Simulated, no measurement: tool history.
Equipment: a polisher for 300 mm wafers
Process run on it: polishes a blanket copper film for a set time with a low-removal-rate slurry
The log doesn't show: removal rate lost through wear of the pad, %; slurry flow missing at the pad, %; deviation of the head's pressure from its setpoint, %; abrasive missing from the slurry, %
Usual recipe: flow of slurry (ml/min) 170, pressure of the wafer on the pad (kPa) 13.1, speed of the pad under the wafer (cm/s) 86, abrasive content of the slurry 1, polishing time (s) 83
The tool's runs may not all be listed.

run	hour	flow of slurry (ml/min)	pressure of the wafer on the pad (kPa)	speed of the pad under the wafer (cm/s)	abrasive content of the slurry	polishing time (s)	wafers since the last listed run	wafers polished on this pad	hours since the slurry nozzle was cleaned	hours since the head pressure was calibrated	hours since the slurry blender was calibrated	incoming thickness of the incoming film, nm	film removed (nm)
1	0	170	13.1	86	1	83	0	861	252.5	279.3	288.6	639.6	168.5
2	44.8	170	13.1	86	1	83	479	1340	297.3	324.1	333.4	639.3	165.8
3	112.2	170	13.1	86	1	83	721	2061	364.7	391.5	400.8	630.9	166
4	215.7	170	13.1	86	1	83	1107	3169	468.2	495	504.3	643.1	168.7
5	259.7	170	13.1	86	1	83	470	3640	512.2	539	548.3	641.6	169.1
# hour 292.2: slurry blender recalibrated
# hour 340.3: head pressure recalibrated
6	354.1	170	13.1	86	1	83	967	4608	606.6	13.8	61.9	630.8	157.7
# hour 387.8: worn pad replaced by a new one
7	414.7	170	13.1	86	1	83	605	287	667.2	74.4	122.5	639.2	163.5
# hour 466.7: slurry nozzle cleaned
8	498.1	210	13.1	86	1	83	881	1169	31.4	157.8	205.9	643.5	174.3
9	567.4	210	13.1	86	1	83	741	1911	100.7	227.1	275.2	643.8	167.2
10	627.3	170	13.1	86	1.1	83	641	2552	160.6	287	335.1	627	167.4
11	678.9	170	13.1	86	1	83	552	3104	212.2	338.6	386.7	637.7	163.9
12	783.6	120	13.1	62	1	83	1120	4225	316.9	443.3	491.4	633	115.5
13	855.3	115	15.2	66	0.9	83	767	4992	388.6	515	563.1	630.4	131.8
# hour 879.1: slurry blender recalibrated
# hour 910.9: worn pad replaced by a new one
14	932.5	170	13.1	86	1	83	762	231	465.8	592.2	53.4	650.8	169.9
# hour 963.3: head pressure recalibrated
15	1015.7	110	13.1	86	1	83	869	1100	549	52.4	136.6	630.6	145.2
16	1092.4	170	15.9	86	1.1	83	820	1921	625.7	129.1	213.3	633.9	195.6
17	1200.2	170	17.2	68	0.9	57	1153	3074	733.5	236.9	321.1	636.4	113.7
# hour 1259.2: slurry nozzle cleaned
18	1298.5	170	13.1	86	1	96	1041	4116	39.3	335.2	419.4	632.5	196.7
# hour 1324.6: slurry blender recalibrated
19	1342.9	120	15.9	86	1.25	57	453	4570	83.7	379.6	18.3	638.1	133.5
20	1382.7	170	8.3	66	1	83	425	4996	123.5	419.4	58.1	639.7	89.7
# hour 1425.2: worn pad replaced by a new one
21	1445.6	170	13.1	68	0.85	83	630	217	186.4	482.3	121	643.2	128.6
# hour 1462.8: head pressure recalibrated
22	1543.1	135	11.7	112	1	83	1022	1239	283.9	80.3	218.5	644.8	183.9
23	1625.1	170	15.9	86	1	103	877	2117	365.9	162.3	300.5	637.6	240.3
24	1690.7	170	13.1	68	0.85	83	702	2819	431.5	227.9	366.1	647.9	125.5

Run 25 is up next; what results do you expect?
25	1732.7	170	13.1	100	0.85	100	449	3269	473.5	269.9	408.1	636.4	?

{"run 25": {"film removed (nm)": 228.7}}
Take away the tool's hidden state, keep the run-to-run variation as it was, and the same run would have given film removed (nm) 217.3.
